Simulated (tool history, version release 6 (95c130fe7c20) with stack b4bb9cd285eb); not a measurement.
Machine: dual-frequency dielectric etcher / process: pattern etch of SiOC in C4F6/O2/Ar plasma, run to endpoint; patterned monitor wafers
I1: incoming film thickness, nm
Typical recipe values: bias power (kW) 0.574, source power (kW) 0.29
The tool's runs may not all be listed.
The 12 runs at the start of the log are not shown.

{"hour": 319.2, "done": "upper electrode replaced"}
{"run": 13, "hour": 319.7, "bias power (kW)": 0.653, "source power (kW)": 0.26, "I1": 40.03, "endpoint time (s)": 13.5}
{"run": 14, "hour": 349.9, "bias power (kW)": 0.656, "source power (kW)": 0.25, "I1": 39.04, "endpoint time (s)": 13.4}
{"run": 15, "hour": 374.9, "bias power (kW)": 0.49, "source power (kW)": 0.35, "I1": 39.77, "endpoint time (s)": 13.5}
{"run": 16, "hour": 405.5, "bias power (kW)": 0.622, "source power (kW)": 0.35, "I1": 39.48, "endpoint time (s)": 12}
{"hour": 436.7, "done": "wet clean of the chamber"}
{"run": 17, "hour": 437.2, "bias power (kW)": 0.574, "source power (kW)": 0.29, "I1": 38.96, "endpoint time (s)": 12.9}
{"hour": 447.1, "done": "bias power generator calibrated"}
{"run": 18, "hour": 460.1, "bias power (kW)": 0.574, "source power (kW)": 0.29, "I1": 39.16, "endpoint time (s)": 13.3}
{"run": 19, "hour": 488.0, "bias power (kW)": 0.493, "source power (kW)": 0.34, "I1": 39.46, "endpoint time (s)": 13.4}
{"run": 20, "hour": 522.7, "bias power (kW)": 0.454, "source power (kW)": 0.27, "I1": 39.29, "endpoint time (s)": 15.2}
{"run": 21, "hour": 556.5, "bias power (kW)": 0.574, "source power (kW)": 0.25, "I1": 38.93, "endpoint time (s)": 14.2}
{"run": 22, "hour": 578.0, "bias power (kW)": 0.5, "source power (kW)": 0.32, "I1": 39.1, "endpoint time (s)": 13.6}
{"run": 23, "hour": 622.4, "bias power (kW)": 0.48, "source power (kW)": 0.33, "I1": 39.16, "endpoint time (s)": 13.7}
{"run": 24, "hour": 646.3, "bias power (kW)": 0.574, "source power (kW)": 0.29, "I1": 39.39, "endpoint time (s)": 13.5}

Run 25 has not been measured yet. What should we expect?
{"run": 25, "hour": 681.8, "bias power (kW)": 0.624, "source power (kW)": 0.29, "I1": 39.07, "endpoint time (s)": "?"}

endpoint time (s): 12.7
Were there no unlogged condition in the tool, this run, its random variation unchanged, would have produced endpoint time (s) 12.7.

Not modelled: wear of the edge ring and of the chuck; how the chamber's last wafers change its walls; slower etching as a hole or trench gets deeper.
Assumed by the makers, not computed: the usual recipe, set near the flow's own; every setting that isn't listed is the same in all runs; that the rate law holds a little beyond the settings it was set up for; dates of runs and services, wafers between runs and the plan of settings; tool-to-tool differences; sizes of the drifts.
